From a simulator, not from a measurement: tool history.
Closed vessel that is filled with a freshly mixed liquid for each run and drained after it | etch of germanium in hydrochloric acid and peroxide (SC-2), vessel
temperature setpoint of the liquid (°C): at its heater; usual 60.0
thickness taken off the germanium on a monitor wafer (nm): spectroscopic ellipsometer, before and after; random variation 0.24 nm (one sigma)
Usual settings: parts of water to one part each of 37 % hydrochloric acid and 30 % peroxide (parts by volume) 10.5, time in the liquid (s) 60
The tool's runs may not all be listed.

run   hour  temperature setpoint of the liquid (°C)  parts of water to one part each of 37 % hydrochloric acid and 30 % peroxide (parts by volume)  time in the liquid (s)  read-back film thickness of the germanium reference wafer, read on the same gauge (nm)  thickness taken off the germanium on a monitor wafer (nm)
  1    0.0                                     60.0                                                                                           12.5                      60                                                                                   50.06                                                      98.39
  2   15.2                                     60.0                                                                                           12.5                      60                                                                                   50.02                                                      97.98
  3   37.3                                     60.0                                                                                           12.5                      60                                                                                   49.98                                                      97.88
  4   58.1                                     60.0                                                                                           10.5                      45                                                                                   50.02                                                      74.98
  5   71.1                                     60.0                                                                                           10.5                      45                                                                                   50.01                                                      75.07
  6   84.6                                     60.0                                                                                           10.5                      40                                                                                   50.02                                                      66.82
  7  100.0                                     60.0                                                                                           10.5                      40                                                                                   50.01                                                      66.86
     103.0  -- gauge calibrated
  8  113.6                                     60.0                                                                                           10.5                      60                                                                                   49.99                                                      99.72
  9  139.4                                     60.0                                                                                           10.5                      60                                                                                   50.00                                                      99.65
 10  158.1                                     66.5                                                                                            8.0                      60                                                                                   50.01                                                     123.78
 11  172.9                                     66.5                                                                                            8.0                      60                                                                                   50.02                                                     123.65
 12  189.3                                     60.0                                                                                           10.5                      60                                                                                   49.99                                                      99.37
     200.4  -- chemicals flow meter replaced
 13  224.1                                     60.0                                                                                           12.5                      60                                                                                   50.00                                                      97.23
 14  240.9                                     55.0                                                                                           15.0                      40                                                                                   50.01                                                      54.32
 15  255.8                                     53.5                                                                                           15.5                      45                                                                                   49.99                                                      58.18
 16  280.3                                     60.0                                                                                           10.5                      60                                                                                   50.00                                                      99.13
 17  295.9                                     54.0                                                                                           12.5                      45                                                                                   50.03                                                      60.42
 18  316.7                                     68.0                                                                                           10.5                      60                                                                                   50.01                                                     124.50
     339.8  -- new drum of peroxide connected
 19  347.6                                     60.0                                                                                            6.5                      60                                                                                   50.03                                                     103.73
 20  369.3                                     60.0                                                                                           14.5                      80                                                                                   50.01                                                     127.11

The next listed run, before its measurement:
 21  403.2                                     60.0                                                                                           12.0                      60                                                                                       ?                                                          ?

{"run 21": {"read-back film thickness of the germanium reference wafer, read on the same gauge (nm)": 50.0, "thickness taken off the germanium on a monitor wafer (nm)": 97.96}}
Without the tool's hidden state the same run would have given thickness taken off the germanium on a monitor wafer (nm) 103.52.
